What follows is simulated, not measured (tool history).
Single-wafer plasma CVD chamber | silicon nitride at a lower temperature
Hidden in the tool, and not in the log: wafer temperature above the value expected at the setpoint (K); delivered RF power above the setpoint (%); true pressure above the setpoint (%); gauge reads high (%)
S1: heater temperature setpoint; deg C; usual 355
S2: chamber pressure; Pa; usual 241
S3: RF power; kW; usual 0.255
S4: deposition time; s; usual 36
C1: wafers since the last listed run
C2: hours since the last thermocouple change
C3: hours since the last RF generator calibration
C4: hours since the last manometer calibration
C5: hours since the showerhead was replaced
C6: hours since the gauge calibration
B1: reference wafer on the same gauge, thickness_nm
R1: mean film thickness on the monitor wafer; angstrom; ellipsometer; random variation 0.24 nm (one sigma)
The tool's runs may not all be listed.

run,hour,S1,S2,S3,S4,C1,C2,C3,C4,C5,C6,B1,R1
1,0,355,241,0.255,36,0,1483.2,520.4,2248.6,3839.2,694,43.054,404.18
2,64.4,355,241,0.255,36,911,1547.6,584.8,2313,3903.6,758.4,43.093,408.27
3,103.8,355,241,0.255,36,557,1587,624.2,2352.4,3943,797.8,42.996,404.03
4,142.2,355,241,0.255,36,543,1625.4,662.6,2390.8,3981.4,836.2,42.942,398.99
5,180.5,355,241,0.255,36,542,1663.7,700.9,2429.1,4019.7,874.5,43.066,399.27
6,282.5,355,241,0.255,36,1443,1765.7,802.9,2531.1,4121.7,976.5,43.015,403.9
# hour 325.8: RF generator calibrated
7,337.6,355,241,0.255,36,666,1820.8,11.8,2586.2,4176.8,1031.6,42.972,400.44
8,398,355,241,0.255,36,855,1881.2,72.2,2646.6,4237.2,1092,43.012,403.5
9,467.8,355,241,0.255,36,988,1951,142,2716.4,4307,1161.8,43.021,401.88
10,526.3,355,241,0.255,36,828,2009.5,200.5,2774.9,4365.5,1220.3,43.047,403.5
11,551.8,355,241,0.255,36,360,2035,226,2800.4,4391,1245.8,42.963,402.27
12,581.7,355,241,0.255,36,423,2064.9,255.9,2830.3,4420.9,1275.7,42.978,405.89
# hour 622.8: capacitance manometer re-zeroed and calibrated
13,645.1,366,241,0.255,36,784,2128.3,319.3,22.3,4484.3,1339.1,43.049,406.29
14,713.5,355,241,0.255,36,968,2196.7,387.7,90.7,4552.7,1407.5,43.012,408.27
15,871.1,355,188,0.205,36,2231,2354.3,545.3,248.3,4710.3,1565.1,42.941,315.58
16,942.2,355,241,0.205,36,1006,2425.4,616.4,319.4,4781.4,1636.2,42.945,337.58
17,996.7,355,241,0.255,31.7,771,2479.9,670.9,373.9,4835.9,1690.7,42.944,355.98
18,1038.3,350,277,0.295,39.2,588,2521.5,712.5,415.5,4877.5,1732.3,42.996,500.9
# hour 1087.1: gauge calibrated
19,1100.4,355,241,0.235,36,879,2583.6,774.6,477.6,4939.6,13.3,43.061,378.31
# hour 1122.7: thermocouple changed; heater temperature recalibrated
20,1129.1,349,241,0.205,31.3,293,6.4,803.3,506.3,4968.3,42,42.934,295.89
21,1200,363,292,0.255,36,1003,77.3,874.2,577.2,5039.2,112.9,42.935,418.47
# hour 1208: RF generator calibrated
# hour 1233.1: showerhead replaced
22,1233.6,355,241,0.255,36,249,110.9,25.6,610.8,0.5,146.5,43.093,403.53
23,1376.7,349,241,0.205,31.3,2025,254,168.7,753.9,143.6,289.6,43.09,295.67
24,1432.4,363,212,0.285,38,788,309.7,224.4,809.6,199.3,345.3,42.928,445.45
25,1562.7,346,241,0.255,30,1844,440,354.7,939.9,329.6,475.6,42.924,336.27
26,1589.3,355,241,0.255,36,376,466.6,381.3,966.5,356.2,502.2,43.063,400.06
27,1652.4,355,267,0.28,42.4,893,529.7,444.4,1029.6,419.3,565.3,42.998,522.52
28,1679.8,363,241,0.255,36,387,557.1,471.8,1057,446.7,592.7,43.077,398.54

Hidden state at the last listed run before each entry between runs and at the first one after, where it differs:
Between runs 6 and 7: RF generator calibrated (hour 325.8)
  no hidden state differs between the two runs
Between runs 12 and 13: capacitance manometer re-zeroed and calibrated (hour 622.8)
  no hidden state differs between the two runs
Between runs 18 and 19: gauge calibrated (hour 1087.1)
  no hidden state differs between the two runs
Between runs 19 and 20: thermocouple changed; heater temperature recalibrated (hour 1122.7)
  no hidden state differs between the two runs
Between runs 21 and 22: RF generator calibrated (hour 1208); showerhead replaced (hour 1233.1)
  no hidden state differs between the two runs

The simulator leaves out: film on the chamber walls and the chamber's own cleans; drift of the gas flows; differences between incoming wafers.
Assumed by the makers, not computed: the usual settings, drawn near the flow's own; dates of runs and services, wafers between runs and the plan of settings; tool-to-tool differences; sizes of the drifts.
